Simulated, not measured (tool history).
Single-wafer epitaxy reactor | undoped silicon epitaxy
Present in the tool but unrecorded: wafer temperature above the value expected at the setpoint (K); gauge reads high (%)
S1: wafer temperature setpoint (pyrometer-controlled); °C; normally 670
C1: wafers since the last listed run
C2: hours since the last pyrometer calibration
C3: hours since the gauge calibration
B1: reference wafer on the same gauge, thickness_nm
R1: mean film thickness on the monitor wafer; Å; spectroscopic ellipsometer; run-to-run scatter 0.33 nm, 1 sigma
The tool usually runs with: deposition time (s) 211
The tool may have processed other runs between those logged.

run 1 hour=0.0 | S1=670 deposition_time_(s)=211 | C1=0 C2=1251.0 C3=725.4 | B1=64.678 | R1=553.50
run 2 hour=64.3 | S1=670 deposition_time_(s)=228 | C1=382 C2=1315.3 C3=789.7 | B1=64.635 | R1=602.54
run 3 hour=122.3 | S1=670 deposition_time_(s)=228 | C1=344 C2=1373.3 C3=847.7 | B1=64.648 | R1=602.00
run 4 hour=158.4 | S1=670 deposition_time_(s)=228 | C1=214 C2=1409.4 C3=883.8 | B1=64.709 | R1=603.54
run 5 hour=220.7 | S1=663 deposition_time_(s)=211 | C1=370 C2=1471.7 C3=946.1 | B1=64.728 | R1=479.07
run 6 hour=286.3 | S1=670 deposition_time_(s)=211 | C1=390 C2=1537.3 C3=1011.7 | B1=64.609 | R1=557.80
-- hour=445.7 gauge calibrated
run 7 hour=490.8 | S1=670 deposition_time_(s)=211 | C1=1215 C2=1741.8 C3=45.1 | B1=64.698 | R1=558.95
run 8 hour=543.3 | S1=670 deposition_time_(s)=211 | C1=312 C2=1794.3 C3=97.6 | B1=64.637 | R1=557.32
-- hour=586.8 pyrometer calibrated
run 9 hour=610.9 | S1=659 deposition_time_(s)=185 | C1=354 C2=24.1 C3=165.2 | B1=64.716 | R1=389.85
run 10 hour=681.8 | S1=682 deposition_time_(s)=198 | C1=421 C2=95.0 C3=236.1 | B1=64.690 | R1=672.78
run 11 hour=745.7 | S1=681 deposition_time_(s)=180 | C1=379 C2=158.9 C3=300.0 | B1=64.651 | R1=602.20
run 12 hour=780.8 | S1=659 deposition_time_(s)=192 | C1=208 C2=194.0 C3=335.1 | B1=64.736 | R1=399.58
run 13 hour=833.4 | S1=670 deposition_time_(s)=211 | C1=312 C2=246.6 C3=387.7 | B1=64.590 | R1=564.41
run 14 hour=858.2 | S1=680 deposition_time_(s)=197 | C1=147 C2=271.4 C3=412.5 | B1=64.706 | R1=644.80
run 15 hour=1032.7 | S1=670 deposition_time_(s)=211 | C1=1037 C2=445.9 C3=587.0 | B1=64.644 | R1=557.72
run 16 hour=1061.9 | S1=682 deposition_time_(s)=247 | C1=173 C2=475.1 C3=616.2 | B1=64.640 | R1=844.44
run 17 hour=1086.8 | S1=662 deposition_time_(s)=250 | C1=148 C2=500.0 C3=641.1 | B1=64.663 | R1=556.00

Each row is a separate what-if for the run after 17, all from the same tool condition, not one after another. Results?
run A hour=1087.3 | S1=670 deposition_time_(s)=211 | C1=2 C2=500.5 C3=641.6 | B1=? | R1=?
run B hour=1087.3 | S1=674 deposition_time_(s)=183 | C1=2 C2=500.5 C3=641.6 | B1=? | R1=?
run C hour=1087.3 | S1=681 deposition_time_(s)=231 | C1=2 C2=500.5 C3=641.6 | B1=? | R1=?
run D hour=1087.3 | S1=678 deposition_time_(s)=252 | C1=2 C2=500.5 C3=641.6 | B1=? | R1=?

run=A B1=64.640 R1=561.84
run=B B1=64.640 R1=529.71
run=C B1=64.640 R1=772.55
run=D B1=64.640 R1=792.40
Without the tool's unlogged condition, the same runs would have read:
run=A R1=561.84
run=B R1=529.71
run=C R1=772.55
run=D R1=792.40

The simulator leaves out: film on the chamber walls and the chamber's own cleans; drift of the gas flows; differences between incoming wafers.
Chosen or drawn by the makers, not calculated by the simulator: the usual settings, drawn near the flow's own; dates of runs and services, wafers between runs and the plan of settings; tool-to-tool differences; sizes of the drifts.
